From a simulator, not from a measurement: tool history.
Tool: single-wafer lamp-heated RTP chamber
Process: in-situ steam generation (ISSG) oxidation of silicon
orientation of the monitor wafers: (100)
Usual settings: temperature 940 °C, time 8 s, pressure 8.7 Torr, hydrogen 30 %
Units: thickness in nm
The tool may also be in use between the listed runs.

run     day  temperature  time  pressure  hydrogen  read-back reference wafer on the same gauge, thickness  thickness
  1       0          940     6       8.7        30                                                    4.19       3.24
      0.608  -- gauge calibrated
  2   1.362          931     8       8.7        30                                                   4.188      3.524
  3   2.762          940     8       8.7        30                                                    4.19      3.582
  4   3.725          940     8       8.7        30                                                   4.189      3.585
  5   4.729          940     8       8.7        30                                                   4.188      3.592
  6   5.496          940     8       8.7        30                                                   4.189      3.609
  7    6.35          924     8       7.7        30                                                   4.189       3.53
      7.246  -- pyrometer window cleaned and pyrometer calibrated
  8   7.767          924     8       7.7        30                                                    4.19      3.501
  9   9.083          940     8       9.6        30                                                   4.192      3.496
     10.388  -- pressure gauge zeroed
 10  10.408          940     7       9.8        30                                                    4.19      3.336
 11  11.308          940     8       7.8        30                                                    4.19      3.611
 12  12.692          940     7       7.9        30                                                   4.189      3.465
 13  14.146          940     8       8.7        30                                                   4.192       3.59
     14.604  -- pyrometer window cleaned and pyrometer calibrated
 14  14.808          940     8       8.7        30                                                    4.19      3.564
 15  15.425          940     7       9.8        30                                                   4.189      3.325
     15.762  -- hydrogen flow controller replaced
 16   16.85          940     8       8.7        30                                                   4.189      3.568
 17  17.858          949    11         8        25                                                    4.19      3.896
 18  18.896          949     8       8.1        30                                                   4.191      3.677
 19  19.962          940     8       8.7        30                                                    4.19      3.586
 20  20.542          940     8       8.7        30                                                    4.19      3.591
     20.767  -- gauge calibrated
 21  21.992          923     6       9.8        32                                                   4.191      3.163
 22  22.954          952     8       7.9        25                                                    4.19      3.536
     23.988  -- pyrometer window cleaned and pyrometer calibrated
 23  24.008          929    10        10        32                                                   4.188      3.708

Run 24 comes next. What will it give?
 24  25.025          951     8       8.7        30                                                       ?          ?

{"run 24": {"read-back reference wafer on the same gauge, thickness": 4.191, "thickness": 3.645}}
Without the tool's hidden state the same run would have given thickness 3.633 nm.

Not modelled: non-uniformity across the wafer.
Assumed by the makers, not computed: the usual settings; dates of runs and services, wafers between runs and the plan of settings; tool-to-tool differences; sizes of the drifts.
